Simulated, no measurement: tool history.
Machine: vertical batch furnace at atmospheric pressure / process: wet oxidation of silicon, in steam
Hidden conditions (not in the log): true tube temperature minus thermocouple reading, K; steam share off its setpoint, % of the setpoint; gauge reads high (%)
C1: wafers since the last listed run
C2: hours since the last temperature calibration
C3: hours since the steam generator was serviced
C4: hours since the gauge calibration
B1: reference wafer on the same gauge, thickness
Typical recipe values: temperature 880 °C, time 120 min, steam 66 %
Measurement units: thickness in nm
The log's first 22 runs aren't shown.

Run 23, hour 1934.4: usual settings but temperature 863 °C, time 67 min, steam 73 %; C1 962; C2 446.7; C3 1063.1; C4 712.6; B1 178.03. Result: thickness 113.63 nm.
Run 24, hour 2015.4: usual settings; C1 953; C2 527.7; C3 1144.1; C4 793.6; B1 177.9. Result: thickness 190.12 nm.
Run 25, hour 2119.1: usual settings but temperature 871 °C, time 159 min, steam 73 %; C1 1220; C2 631.4; C3 1247.8; C4 897.3; B1 178.07. Result: thickness 225.86 nm.
Run 26, hour 2211.3: usual settings but temperature 867 °C, steam 76 %; C1 1085; C2 723.6; C3 1340; C4 989.5; B1 178.01. Result: thickness 179.75 nm.
Run 27, hour 2281.5: usual settings but steam 70 %; C1 826; C2 793.8; C3 1410.2; C4 1059.7; B1 178. Result: thickness 197.05 nm.
Run 28, hour 2389.5: usual settings but temperature 902 °C, time 90 min, steam 72 %; C1 1271; C2 901.8; C3 1518.2; C4 1167.7; B1 177.99. Result: thickness 211.44 nm.
Run 29, hour 2468.5: usual settings; C1 929; C2 980.8; C3 1597.2; C4 1246.7; B1 177.97. Result: thickness 189.21 nm.
Run 30, hour 2544.6: usual settings but temperature 902 °C, time 68.5 min; C1 895; C2 1056.9; C3 1673.3; C4 1322.8; B1 178.03. Result: thickness 163.23 nm.

Forecast run 31:
Run 31, hour 2607.9: usual settings but temperature 855 °C, time 88.5 min, steam 56 %; C1 745; C2 1120.2; C3 1736.6; C4 1386.1; B1 ?. Result: thickness ?.

B1: 177.88
thickness: 104.74 nm
If the tool had no hidden condition, the same run with the same run-to-run variation would have returned thickness 106.2 nm.
